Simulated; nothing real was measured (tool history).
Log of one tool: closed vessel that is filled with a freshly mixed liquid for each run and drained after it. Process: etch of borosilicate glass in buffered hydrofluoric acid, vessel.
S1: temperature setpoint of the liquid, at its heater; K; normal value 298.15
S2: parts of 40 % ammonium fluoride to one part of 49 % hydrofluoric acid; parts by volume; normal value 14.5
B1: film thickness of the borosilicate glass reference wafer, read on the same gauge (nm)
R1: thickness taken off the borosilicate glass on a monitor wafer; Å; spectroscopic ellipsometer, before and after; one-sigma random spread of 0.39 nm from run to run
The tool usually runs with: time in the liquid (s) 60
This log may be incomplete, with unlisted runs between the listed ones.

{"run": 1, "hour": 0.0, "S1": 298.15, "S2": 14.5, "time in the liquid (s)": 70, "B1": 90.01, "R1": 653.9}
{"hour": 20.7, "done": "gauge calibrated"}
{"run": 2, "hour": 64.8, "S1": 298.15, "S2": 14.5, "time in the liquid (s)": 70, "B1": 90.03, "R1": 669.1}
{"run": 3, "hour": 121.8, "S1": 297.15, "S2": 14.5, "time in the liquid (s)": 60, "B1": 89.97, "R1": 542.2}
{"run": 4, "hour": 187.3, "S1": 298.15, "S2": 14.5, "time in the liquid (s)": 60, "B1": 89.99, "R1": 580.3}
{"run": 5, "hour": 256.8, "S1": 298.15, "S2": 14.5, "time in the liquid (s)": 60, "B1": 90.0, "R1": 588.8}
{"run": 6, "hour": 287.5, "S1": 298.15, "S2": 14.5, "time in the liquid (s)": 60, "B1": 90.03, "R1": 587.4}
{"run": 7, "hour": 326.7, "S1": 298.15, "S2": 14.5, "time in the liquid (s)": 60, "B1": 89.98, "R1": 599.9}
{"hour": 329.3, "done": "thermometer replaced"}
{"run": 8, "hour": 363.9, "S1": 298.15, "S2": 14.5, "time in the liquid (s)": 60, "B1": 90.02, "R1": 553.2}
{"run": 9, "hour": 398.7, "S1": 301.65, "S2": 11.5, "time in the liquid (s)": 95, "B1": 90.0, "R1": 1345.0}
{"run": 10, "hour": 449.9, "S1": 298.15, "S2": 14.5, "time in the liquid (s)": 60, "B1": 89.99, "R1": 558.0}
{"run": 11, "hour": 513.1, "S1": 299.65, "S2": 14.5, "time in the liquid (s)": 90, "B1": 89.96, "R1": 918.3}
{"run": 12, "hour": 553.3, "S1": 302.65, "S2": 19.0, "time in the liquid (s)": 70, "B1": 90.06, "R1": 641.7}
{"hour": 555.0, "done": "hydrofluoric acid flow meter replaced"}
{"run": 13, "hour": 609.0, "S1": 298.15, "S2": 14.5, "time in the liquid (s)": 60, "B1": 89.99, "R1": 516.4}
{"run": 14, "hour": 636.7, "S1": 303.15, "S2": 14.5, "time in the liquid (s)": 40, "B1": 89.98, "R1": 456.6}
{"hour": 639.7, "done": "gauge calibrated"}
{"run": 15, "hour": 682.6, "S1": 298.15, "S2": 9.5, "time in the liquid (s)": 95, "B1": 89.97, "R1": 1236.8}
{"run": 16, "hour": 749.2, "S1": 294.15, "S2": 14.5, "time in the liquid (s)": 85, "B1": 90.03, "R1": 602.4}

Run 17 comes next. What will it give?
{"run": 17, "hour": 804.0, "S1": 303.15, "S2": 19.0, "time in the liquid (s)": 60, "B1": "?", "R1": "?"}

B1: 89.98
R1: 535.9 Å
Take away the tool's hidden state, keep the run-to-run variation as it was, and the same run would have given R1 497.0 Å.
